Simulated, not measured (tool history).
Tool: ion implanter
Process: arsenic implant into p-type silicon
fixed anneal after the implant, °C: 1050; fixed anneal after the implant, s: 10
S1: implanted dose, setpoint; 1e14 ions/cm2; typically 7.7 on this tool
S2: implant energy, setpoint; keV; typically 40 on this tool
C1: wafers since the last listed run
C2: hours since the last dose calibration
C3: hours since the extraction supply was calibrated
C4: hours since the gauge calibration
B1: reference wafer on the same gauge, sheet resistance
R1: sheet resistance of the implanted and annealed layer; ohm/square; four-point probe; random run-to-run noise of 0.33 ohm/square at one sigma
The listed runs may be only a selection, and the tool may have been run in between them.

| run | day | S1 | S2 | C1 | C2 | C3 | C4 | B1 | R1 |
|---|---|---|---|---|---|---|---|---|---|
| 1 | 0 | 7.7 | 34.5 | 0 | 1062.4 | 4211.5 | 346.2 | 151.99 | 143.6 |
|  | 0.954 | gauge calibrated |
| 2 | 1.467 | 7.7 | 34.5 | 598 | 1097.6 | 4246.7 | 12.3 | 152.07 | 143.14 |
| 3 | 2.642 | 7.7 | 34.5 | 479 | 1125.8 | 4274.9 | 40.5 | 151.87 | 143.31 |
| 4 | 3.254 | 7.7 | 35.5 | 249 | 1140.5 | 4289.6 | 55.2 | 152.05 | 142.92 |
| 5 | 4.358 | 7.7 | 35.5 | 450 | 1167 | 4316.1 | 81.7 | 151.94 | 143.49 |
| 6 | 5.038 | 9.21 | 40 | 277 | 1183.3 | 4332.4 | 98 | 152.05 | 122.94 |
| 7 | 5.925 | 7.7 | 40 | 362 | 1204.6 | 4353.7 | 119.3 | 152.06 | 140.12 |
| 8 | 6.633 | 7.7 | 40 | 289 | 1221.6 | 4370.7 | 136.3 | 151.85 | 140.54 |
| 9 | 7.5 | 7.7 | 40 | 353 | 1242.4 | 4391.5 | 157.1 | 151.98 | 139.54 |
| 10 | 8.217 | 7.7 | 40 | 292 | 1259.6 | 4408.7 | 174.3 | 151.93 | 140.43 |
| 11 | 9.583 | 7.7 | 40 | 557 | 1292.4 | 4441.5 | 207.1 | 152.14 | 140.61 |
| 12 | 10.754 | 7 | 40 | 477 | 1320.5 | 4469.6 | 235.2 | 152.07 | 150.72 |
| 13 | 11.375 | 7 | 40 | 253 | 1335.4 | 4484.5 | 250.1 | 152 | 150.75 |
| 14 | 12.754 | 7.7 | 26.5 | 562 | 1368.5 | 4517.6 | 283.2 | 151.96 | 150.81 |
| 15 | 13.358 | 6.53 | 34 | 246 | 1383 | 4532.1 | 297.7 | 151.98 | 163.62 |
| 16 | 13.95 | 6.39 | 47.5 | 241 | 1397.2 | 4546.3 | 311.9 | 151.98 | 157.97 |
| 17 | 15.15 | 9.31 | 46.5 | 489 | 1426 | 4575.1 | 340.7 | 152.11 | 120.13 |
|  | 16.225 | Faraday cup replaced and dose calibrated |
| 18 | 16.246 | 6.73 | 35.5 | 311 | 0.5 | 4601.4 | 367 | 152.04 | 154.41 |
| 19 | 17.258 | 6.3 | 53 | 413 | 24.8 | 4625.7 | 391.3 | 152.05 | 153.14 |
| 20 | 18.279 | 7.7 | 40 | 416 | 49.3 | 4650.2 | 415.8 | 151.96 | 136.88 |
|  | 18.362 | gauge calibrated |
| 21 | 18.854 | 7.7 | 40 | 234 | 63.1 | 4664 | 11.8 | 152.04 | 137.55 |
|  | 19.458 | extraction supply calibrated |
| 22 | 19.767 | 7.7 | 35.5 | 236 | 85 | 7.4 | 33.7 | 151.84 | 139.98 |
| 23 | 21.025 | 8.78 | 40 | 513 | 115.2 | 37.6 | 63.9 | 151.98 | 124.52 |
| 24 | 21.804 | 6.54 | 40 | 317 | 133.9 | 56.3 | 82.6 | 152.01 | 154.86 |
| 25 | 23.167 | 6.76 | 46.5 | 555 | 166.6 | 89 | 115.3 | 151.9 | 146.88 |
| 26 | 23.817 | 8.71 | 51.5 | 265 | 182.2 | 104.6 | 130.9 | 151.96 | 120.97 |
| 27 | 25.062 | 7.7 | 40 | 508 | 212.1 | 134.5 | 160.8 | 152.03 | 137.54 |

Each row is a separate what-if for the run after 27, all from the same tool condition, not one after another. Results?
| A | 25.079 | 7.7 | 40 | 6 | 212.5 | 134.9 | 161.2 | ? | ? |
| B | 25.079 | 9.65 | 51.5 | 6 | 212.5 | 134.9 | 161.2 | ? | ? |
| C | 25.079 | 9.3 | 30 | 6 | 212.5 | 134.9 | 161.2 | ? | ? |
| D | 25.079 | 5.76 | 34.5 | 6 | 212.5 | 134.9 | 161.2 | ? | ? |

| run | B1 | R1 |
|---|---|---|
| A | 152.02 | 137.5 |
| B | 152.02 | 112.36 |
| C | 152.02 | 126.68 |
| D | 152.02 | 174.75 |
Stripped of hidden state, with their random variation kept, the same runs would have yielded:
| run | R1 |
|---|---|
| A | 136.9 |
| B | 111.88 |
| C | 126.17 |
| D | 173.95 |
